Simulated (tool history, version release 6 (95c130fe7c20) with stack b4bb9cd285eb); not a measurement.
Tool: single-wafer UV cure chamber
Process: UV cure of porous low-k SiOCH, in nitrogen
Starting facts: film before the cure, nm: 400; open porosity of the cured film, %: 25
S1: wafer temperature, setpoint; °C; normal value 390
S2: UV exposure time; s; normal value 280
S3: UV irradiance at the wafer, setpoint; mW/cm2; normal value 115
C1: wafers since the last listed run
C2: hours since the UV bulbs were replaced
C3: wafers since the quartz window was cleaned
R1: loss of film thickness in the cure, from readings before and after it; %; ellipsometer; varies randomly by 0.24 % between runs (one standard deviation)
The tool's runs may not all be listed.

Run 1, hour 0.0: usual settings; C1 0; C2 1461.1; C3 2090. Result: R1 12.596 %.
Run 2, hour 90.5: usual settings; C1 451; C2 1551.6; C3 2541. Result: R1 12.613 %.
Run 3, hour 183.4: usual settings; C1 463; C2 1644.5; C3 3005. Result: R1 12.536 %.
At hour 192.9: UV bulbs replaced.
At hour 424.1: quartz window cleaned.
Run 4, hour 429.6: usual settings; C1 1148; C2 236.7; C3 27. Result: R1 13.465 %.
Run 5, hour 521.0: usual settings; C1 456; C2 328.1; C3 483. Result: R1 13.048 %.
Run 6, hour 620.1: usual settings but S1 374 °C; C1 494; C2 427.2; C3 977. Result: R1 12.853 %.
Run 7, hour 680.4: usual settings but S3 102 mW/cm2; C1 300; C2 487.5; C3 1278. Result: R1 12.556 %.
Run 8, hour 731.0: usual settings; C1 252; C2 538.1; C3 1530. Result: R1 12.718 %.
Run 9, hour 772.0: usual settings; C1 204; C2 579.1; C3 1735. Result: R1 13.101 %.
Run 10, hour 861.7: usual settings; C1 447; C2 668.8; C3 2183. Result: R1 12.524 %.
Run 11, hour 953.4: usual settings; C1 457; C2 760.5; C3 2640. Result: R1 12.756 %.
At hour 1195.2: quartz window cleaned.
Run 12, hour 1195.7: usual settings; C1 1168; C2 1002.8; C3 2. Result: R1 12.535 %.
Run 13, hour 1250.3: usual settings but S1 386 °C; C1 272; C2 1057.4; C3 275. Result: R1 12.915 %.
Run 14, hour 1288.9: usual settings but S1 386 °C; C1 192; C2 1096.0; C3 467. Result: R1 12.718 %.
Run 15, hour 1358.9: usual settings but S1 386 °C; C1 349; C2 1166.0; C3 816. Result: R1 12.299 %.
Run 16, hour 1416.7: usual settings; C1 288; C2 1223.8; C3 1105. Result: R1 13.064 %.
Run 17, hour 1520.5: usual settings; C1 517; C2 1327.6; C3 1623. Result: R1 12.615 %.
Run 18, hour 1590.7: usual settings; C1 350; C2 1397.8; C3 1973. Result: R1 12.608 %.
Run 19, hour 1683.9: usual settings; C1 464; C2 1491.0; C3 2438. Result: R1 12.286 %.
At hour 1734.6: UV bulbs replaced.
Run 20, hour 1765.0: usual settings but S3 141 mW/cm2; C1 364; C2 30.4; C3 2803. Result: R1 12.357 %.
Run 21, hour 1833.7: usual settings; C1 342; C2 99.1; C3 3145. Result: R1 11.148 %.
At hour 1878.6: quartz window cleaned.
Run 22, hour 1928.1: usual settings; C1 431; C2 193.5; C3 246. Result: R1 11.083 %.
Run 23, hour 1997.2: usual settings but S3 132 mW/cm2; C1 344; C2 262.6; C3 591. Result: R1 11.942 %.
Run 24, hour 2054.7: usual settings but S2 405 s, S3 77 mW/cm2; C1 286; C2 320.1; C3 878. Result: R1 10.782 %.
Run 25, hour 2125.7: usual settings but S3 141 mW/cm2; C1 354; C2 391.1; C3 1232. Result: R1 12.127 %.
Run 26, hour 2177.0: usual settings but S3 132 mW/cm2; C1 255; C2 442.4; C3 1488. Result: R1 11.324 %.
Run 27, hour 2226.2: usual settings but S2 170 s, S3 135 mW/cm2; C1 245; C2 491.6; C3 1734. Result: R1 9.535 %.
Run 28, hour 2285.2: usual settings but S2 445 s, S3 87 mW/cm2; C1 294; C2 550.6; C3 2028. Result: R1 11.770 %.
At hour 2310.5: UV bulbs replaced, repeated, since the last time left the tool worse.
Run 29, hour 2323.7: usual settings but S1 406 °C, S2 365 s, S3 155 mW/cm2; C1 152; C2 13.2; C3 2180. Result: R1 16.540 %.
Run 30, hour 2365.2: usual settings but S3 127 mW/cm2; C1 207; C2 54.7; C3 2387. Result: R1 13.487 %.
Run 31, hour 2435.6: usual settings; C1 351; C2 125.1; C3 2738. Result: R1 13.257 %.
Run 32, hour 2498.1: usual settings but S3 79 mW/cm2; C1 311; C2 187.6; C3 3050. Result: R1 11.664 %.
Run 33, hour 2586.7: usual settings but S2 415 s, S3 131 mW/cm2; C1 442; C2 276.2; C3 3492. Result: R1 15.609 %.
At hour 2629.4: quartz window cleaned.
Run 34, hour 2641.3: usual settings but S1 375 °C, S2 125 s; C1 232; C2 330.8; C3 59. Result: R1 9.340 %.
Run 35, hour 2726.1: usual settings but S1 408 °C, S2 140 s, S3 148 mW/cm2; C1 423; C2 415.6; C3 482. Result: R1 11.385 %.
Run 36, hour 2801.3: usual settings but S1 405 °C, S2 220 s, S3 152 mW/cm2; C1 375; C2 490.8; C3 857. Result: R1 13.167 %.
Run 37, hour 2901.1: usual settings but S1 409 °C, S3 80 mW/cm2; C1 497; C2 590.6; C3 1355. Result: R1 11.346 %.
Run 38, hour 2937.3: usual settings but S1 376 °C, S2 205 s; C1 180; C2 626.8; C3 1536. Result: R1 10.940 %.
Run 39, hour 3037.7: usual settings; C1 500; C2 727.2; C3 2037. Result: R1 12.610 %.
Run 40, hour 3076.1: usual settings but S1 379 °C; C1 191; C2 765.6; C3 2228. Result: R1 12.890 %.
Run 41, hour 3151.7: usual settings; C1 377; C2 841.2; C3 2605. Result: R1 12.932 %.
Run 42, hour 3188.2: usual settings but S1 384 °C; C1 182; C2 877.7; C3 2788. Result: R1 12.445 %.
Run 43, hour 3274.1: usual settings but S1 382 °C, S2 340 s, S3 154 mW/cm2; C1 428; C2 963.6; C3 3216. Result: R1 15.452 %.
Run 44, hour 3361.3: usual settings but S1 373 °C, S2 140 s, S3 102 mW/cm2; C1 435; C2 1050.8; C3 3651. Result: R1 8.514 %.
Run 45, hour 3439.7: usual settings; C1 391; C2 1129.2; C3 4042. Result: R1 12.740 %.
At hour 3472.8: quartz window cleaned.
Run 46, hour 3479.3: usual settings but S1 384 °C; C1 157; C2 1168.8; C3 32. Result: R1 12.311 %.

Exercise: give the hidden state of the tool at every run:
transmission lost against a clean window, %: 0 on each run
H1: lamp output below its setpoint, %
run     H1
  1   17.3
  2   17.5
  3   17.7
  4   6.92
  5   8.72
  6   10.4
  7   11.2
  8   11.8
  9   12.3
 10   13.2
 11     14
 12   15.6
 13   15.8
 14     16
 15   16.3
 16   16.5
 17   16.8
 18   16.9
 19   17.1
 20   34.7
 21   36.8
 22   39.2
 23   40.7
 24   41.8
 25     43
 26   43.8
 27   44.5
 28   45.2
 29  0.786
 30    2.1
 31   4.11
 32   5.68
 33    7.6
 34   8.64
 35     10
 36   11.1
 37   12.3
 38   12.7
 39   13.6
 40   13.9
 41   14.5
 42   14.7
 43   15.2
 44   15.7
 45     16
 46   16.1

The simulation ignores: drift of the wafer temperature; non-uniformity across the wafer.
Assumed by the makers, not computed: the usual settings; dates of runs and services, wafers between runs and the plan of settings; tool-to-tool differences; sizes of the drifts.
